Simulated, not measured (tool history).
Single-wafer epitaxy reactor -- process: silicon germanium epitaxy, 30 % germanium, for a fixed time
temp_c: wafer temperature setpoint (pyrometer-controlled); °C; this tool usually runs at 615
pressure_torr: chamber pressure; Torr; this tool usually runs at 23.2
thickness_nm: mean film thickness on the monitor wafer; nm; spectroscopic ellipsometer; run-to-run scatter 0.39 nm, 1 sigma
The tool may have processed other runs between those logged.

| run | hour | temp_c | pressure_torr | wafers since the last listed run | hours since the last pyrometer calibration | hours since the last manometer calibration | hours since the showerhead was replaced | hours since the gauge calibration | read-back reference wafer on the same gauge, thickness_nm | thickness_nm |
|---|---|---|---|---|---|---|---|---|---|---|
| 1 | 0 | 615 | 23.2 | 0 | 704.3 | 291 | 2013.1 | 295.1 | 75.334 | 81.025 |
| 2 | 75.8 | 615 | 23.2 | 1712 | 780.1 | 366.8 | 2088.9 | 370.9 | 75.498 | 79.723 |
| 3 | 177.4 | 615 | 23.2 | 2295 | 881.7 | 468.4 | 2190.5 | 472.5 | 75.332 | 81.367 |
| 4 | 236.9 | 615 | 23.2 | 1344 | 941.2 | 527.9 | 2250 | 532 | 75.318 | 80.121 |
| 5 | 336.3 | 615 | 23.2 | 2245 | 1040.6 | 627.3 | 2349.4 | 631.4 | 75.216 | 80.222 |
| 6 | 397.6 | 615 | 23.2 | 1385 | 1101.9 | 688.6 | 2410.7 | 692.7 | 75.438 | 80.056 |
| 7 | 493.4 | 615 | 23.2 | 2164 | 1197.7 | 784.4 | 2506.5 | 788.5 | 75.297 | 80.187 |
| 8 | 563.5 | 615 | 23.2 | 1583 | 1267.8 | 854.5 | 2576.6 | 858.6 | 75.183 | 79.843 |
| 9 | 647.5 | 615 | 21.3 | 1897 | 1351.8 | 938.5 | 2660.6 | 942.6 | 75.228 | 76.781 |
| 10 | 727.8 | 615 | 21.3 | 1814 | 1432.1 | 1018.8 | 2740.9 | 1022.9 | 75.165 | 77.181 |
| 11 | 791.4 | 621 | 23.2 | 1437 | 1495.7 | 1082.4 | 2804.5 | 1086.5 | 75.293 | 88.415 |
|  | 853.2 | capacitance manometer re-zeroed and calibrated |
|  | 854.4 | pyrometer calibrated |
| 12 | 882.3 | 621 | 23.2 | 1846 | 27.9 | 29.1 | 2895.4 | 1177.4 | 75.347 | 92.295 |
| 13 | 922.5 | 621 | 23.2 | 908 | 68.1 | 69.3 | 2935.6 | 1217.6 | 75.453 | 91.523 |
| 14 | 995.1 | 615 | 23.2 | 1640 | 140.7 | 141.9 | 3008.2 | 1290.2 | 75.222 | 82.917 |
|  | 1024.2 | gauge calibrated |
| 15 | 1057.6 | 615 | 23.2 | 1412 | 203.2 | 204.4 | 3070.7 | 33.4 | 75.273 | 81.783 |
| 16 | 1093.8 | 615 | 23.2 | 817 | 239.4 | 240.6 | 3106.9 | 69.6 | 75.281 | 81.533 |
| 17 | 1143.9 | 606 | 18.3 | 1131 | 289.5 | 290.7 | 3157 | 119.7 | 75.221 | 63.895 |
| 18 | 1185.2 | 601 | 25.8 | 933 | 330.8 | 332 | 3198.3 | 161 | 75.224 | 65.351 |
| 19 | 1247.9 | 615 | 23.2 | 1416 | 393.5 | 394.7 | 3261 | 223.7 | 75.37 | 81.67 |
| 20 | 1326 | 607 | 21.3 | 1764 | 471.6 | 472.8 | 3339.1 | 301.8 | 75.366 | 68.367 |
| 21 | 1372.5 | 615 | 23.2 | 1050 | 518.1 | 519.3 | 3385.6 | 348.3 | 75.265 | 80.992 |
| 22 | 1416.4 | 630 | 27.7 | 991 | 562 | 563.2 | 3429.5 | 392.2 | 75.259 | 112.445 |
| 23 | 1492.4 | 615 | 23.2 | 1717 | 638 | 639.2 | 3505.5 | 468.2 | 75.232 | 80.36 |
| 24 | 1564.3 | 615 | 23.2 | 1624 | 709.9 | 711.1 | 3577.4 | 540.1 | 75.293 | 80.651 |
|  | 1587.4 | showerhead replaced |
| 25 | 1739.2 | 615 | 23.2 | 3770 | 884.8 | 886 | 151.8 | 715 | 75.286 | 79.987 |
| 26 | 1827.5 | 623 | 26.6 | 1995 | 973.1 | 974.3 | 240.1 | 803.3 | 75.237 | 96.24 |
| 27 | 1922.3 | 611 | 20.8 | 2141 | 1067.9 | 1069.1 | 334.9 | 898.1 | 75.291 | 70.899 |
| 28 | 1970.5 | 626 | 18.1 | 1089 | 1116.1 | 1117.3 | 383.1 | 946.3 | 75.346 | 88.367 |
| 29 | 2056.4 | 615 | 23.2 | 1940 | 1202 | 1203.2 | 469 | 1032.2 | 75.269 | 79.674 |
| 30 | 2102.1 | 602 | 25.5 | 1032 | 1247.7 | 1248.9 | 514.7 | 1077.9 | 75.315 | 63.704 |
| 31 | 2175.7 | 615 | 21.7 | 1662 | 1321.3 | 1322.5 | 588.3 | 1151.5 | 75.222 | 76.988 |
| 32 | 2226.8 | 623 | 21.5 | 1154 | 1372.4 | 1373.6 | 639.4 | 1202.6 | 75.371 | 88.78 |

Predict each of these 3 candidate next runs independently; none follows another, all start after run 32:
| A | 2227.2 | 615 | 23.2 | 9 | 1372.8 | 1374 | 639.8 | 1203 | ? | ? |
| B | 2227.2 | 620 | 20 | 9 | 1372.8 | 1374 | 639.8 | 1203 | ? | ? |
| C | 2227.2 | 625 | 18.4 | 9 | 1372.8 | 1374 | 639.8 | 1203 | ? | ? |

| run | read-back reference wafer on the same gauge, thickness_nm | thickness_nm |
|---|---|---|
| A | 75.294 | 78.186 |
| B | 75.294 | 81.307 |
| C | 75.294 | 86.406 |
Take away the tool's hidden state, keep each run's random variation, and the runs would have read:
| run | thickness_nm |
|---|---|
| A | 82.19 |
| B | 85.446 |
| C | 90.779 |
